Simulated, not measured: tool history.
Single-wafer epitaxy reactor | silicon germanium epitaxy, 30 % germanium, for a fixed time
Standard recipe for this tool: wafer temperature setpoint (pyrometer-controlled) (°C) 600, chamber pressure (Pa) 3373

run,hour,wafer temperature setpoint (pyrometer-controlled) (°C),chamber pressure (Pa),"read-back reference wafer on the same gauge, thickness_nm",mean film thickness on the monitor wafer (angstrom)
1,0,600,3373,64.961,668.4
2,7.8,596,3373,65.011,626.75
3,23,596,3373,65.004,625.95
# hour 37.6: showerhead replaced
4,38.1,600,3373,64.976,669.33
5,47.7,600,3373,64.987,670.23
6,54.9,592,3373,64.984,585.34
7,66.8,592,3373,64.998,584.67
8,81.7,600,3800,65.02,699.11
9,90.8,600,3800,64.969,695.17
10,100.3,595,3373,65.024,613.66
11,114.2,595,3373,65.034,612.59
# hour 128: pyrometer calibrated
12,128.6,607,2706,65.003,732.5
13,138.9,593,3133,64.952,609.74
14,154.5,600,3040,64.991,677.64
15,160.9,587,3053,65.048,545.79
16,169.7,615,2586,64.971,811.32
17,211.5,613,4173,64.986,920.12
18,229.2,595,3840,65.043,666.15
19,239.4,589,3373,64.973,583.81
# hour 242.9: gauge calibrated
20,252,605,2560,65.03,686.99
21,262.9,610,2560,64.956,737.72
22,273.8,591,2933,65.013,570.83
# hour 295.3: capacitance manometer re-zeroed and calibrated
23,305.6,600,3373,65.013,697.49
24,317.9,586,3373,65.048,554.29
25,324.5,615,3760,65.067,916.08
26,330.6,600,3373,64.994,696.7
27,346.8,611,3693,65.017,854.23
28,363.4,600,3373,65.004,696.28
29,377.6,612,4026,64.989,893.28
30,384.1,600,2893,64.964,659.79
31,394.2,595,2693,64.995,596.73
32,405.1,604,2546,64.972,673.74
33,412.5,587,2813,65.032,525.55
34,420.4,615,2586,64.999,809.4
35,462.6,610,2866,65.005,770.1

Give the tool's hidden conditions for every run:
gauge reads high (%): 0 on each run
H1: wafer temperature above the value expected at the setpoint (K)
H2: true pressure above the setpoint (%)
run,H1,H2
1,-3.09,-1.22
2,-3.1,-1.29
3,-3.1,-1.44
4,-3.11,-1.6
5,-3.11,-1.7
6,-3.11,-1.77
7,-3.11,-1.9
8,-3.12,-2.06
9,-3.12,-2.16
10,-3.12,-2.26
11,-3.13,-2.42
12,0.00183,-2.58
13,-0.0397,-2.7
14,-0.101,-2.88
15,-0.127,-2.96
16,-0.161,-3.06
17,-0.318,-3.58
18,-0.382,-3.8
19,-0.418,-3.93
20,-0.462,-4.09
21,-0.5,-4.24
22,-0.537,-4.38
23,-0.643,-0.734
24,-0.683,-0.736
25,-0.704,-0.739
26,-0.723,-0.741
27,-0.774,-0.75
28,-0.825,-0.763
29,-0.868,-0.776
30,-0.887,-0.783
31,-0.917,-0.796
32,-0.949,-0.81
33,-0.97,-0.821
34,-0.992,-0.833
35,-1.11,-0.912
